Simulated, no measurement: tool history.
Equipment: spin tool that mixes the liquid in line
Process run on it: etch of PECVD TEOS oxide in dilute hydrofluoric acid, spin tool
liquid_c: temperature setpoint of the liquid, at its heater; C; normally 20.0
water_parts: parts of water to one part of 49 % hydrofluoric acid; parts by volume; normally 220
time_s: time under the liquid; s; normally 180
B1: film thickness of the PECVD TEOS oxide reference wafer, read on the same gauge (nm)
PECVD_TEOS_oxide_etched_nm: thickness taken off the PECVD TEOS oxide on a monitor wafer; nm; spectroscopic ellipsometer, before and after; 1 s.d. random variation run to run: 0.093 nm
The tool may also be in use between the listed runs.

run 1 hour=0.0 | liquid_c=20.0 water_parts=180 time_s=180 | B1=60.00 | PECVD_TEOS_oxide_etched_nm=13.89
run 2 hour=58.8 | liquid_c=20.0 water_parts=180 time_s=180 | B1=60.03 | PECVD_TEOS_oxide_etched_nm=13.80
run 3 hour=118.4 | liquid_c=20.0 water_parts=180 time_s=180 | B1=59.99 | PECVD_TEOS_oxide_etched_nm=13.71
run 4 hour=182.3 | liquid_c=24.0 water_parts=220 time_s=180 | B1=59.97 | PECVD_TEOS_oxide_etched_nm=12.65
-- hour=324.5 gauge calibrated
run 5 hour=343.3 | liquid_c=20.0 water_parts=220 time_s=180 | B1=60.02 | PECVD_TEOS_oxide_etched_nm=11.01
run 6 hour=504.3 | liquid_c=20.0 water_parts=220 time_s=180 | B1=60.00 | PECVD_TEOS_oxide_etched_nm=10.91
run 7 hour=551.9 | liquid_c=20.0 water_parts=220 time_s=180 | B1=60.01 | PECVD_TEOS_oxide_etched_nm=10.93
run 8 hour=618.4 | liquid_c=20.0 water_parts=290 time_s=180 | B1=59.97 | PECVD_TEOS_oxide_etched_nm=7.85
-- hour=639.1 hydrofluoric acid flow meter replaced
run 9 hour=649.8 | liquid_c=20.0 water_parts=220 time_s=95 | B1=60.02 | PECVD_TEOS_oxide_etched_nm=5.41
run 10 hour=719.4 | liquid_c=20.0 water_parts=220 time_s=95 | B1=60.02 | PECVD_TEOS_oxide_etched_nm=5.50
run 11 hour=784.9 | liquid_c=20.0 water_parts=220 time_s=95 | B1=60.00 | PECVD_TEOS_oxide_etched_nm=5.40
run 12 hour=832.3 | liquid_c=20.0 water_parts=220 time_s=180 | B1=60.00 | PECVD_TEOS_oxide_etched_nm=10.41
-- hour=839.6 thermometer replaced
run 13 hour=884.5 | liquid_c=20.0 water_parts=220 time_s=180 | B1=59.99 | PECVD_TEOS_oxide_etched_nm=11.48
run 14 hour=948.4 | liquid_c=23.0 water_parts=110 time_s=85 | B1=59.96 | PECVD_TEOS_oxide_etched_nm=13.76
run 15 hour=1019.7 | liquid_c=20.0 water_parts=260 time_s=235 | B1=59.99 | PECVD_TEOS_oxide_etched_nm=12.22
run 16 hour=1058.1 | liquid_c=20.0 water_parts=280 time_s=180 | B1=60.01 | PECVD_TEOS_oxide_etched_nm=8.52
run 17 hour=1116.1 | liquid_c=17.5 water_parts=295 time_s=210 | B1=60.03 | PECVD_TEOS_oxide_etched_nm=8.44
-- hour=1150.8 gauge calibrated
run 18 hour=1211.0 | liquid_c=18.5 water_parts=115 time_s=250 | B1=60.02 | PECVD_TEOS_oxide_etched_nm=31.86
run 19 hour=1264.2 | liquid_c=22.5 water_parts=125 time_s=210 | B1=60.01 | PECVD_TEOS_oxide_etched_nm=28.84
run 20 hour=1312.4 | liquid_c=22.5 water_parts=220 time_s=125 | B1=60.02 | PECVD_TEOS_oxide_etched_nm=8.93
run 21 hour=1377.0 | liquid_c=17.0 water_parts=285 time_s=180 | B1=59.97 | PECVD_TEOS_oxide_etched_nm=7.44

What does the tool deliver on the next run?
run 22 hour=1405.9 | liquid_c=23.5 water_parts=170 time_s=240 | B1=? | PECVD_TEOS_oxide_etched_nm=?

{"run 22": {"B1": 60.0, "PECVD_TEOS_oxide_etched_nm": 23.79}}
Without the tool's hidden state the same run would have given PECVD_TEOS_oxide_etched_nm 23.51 nm.

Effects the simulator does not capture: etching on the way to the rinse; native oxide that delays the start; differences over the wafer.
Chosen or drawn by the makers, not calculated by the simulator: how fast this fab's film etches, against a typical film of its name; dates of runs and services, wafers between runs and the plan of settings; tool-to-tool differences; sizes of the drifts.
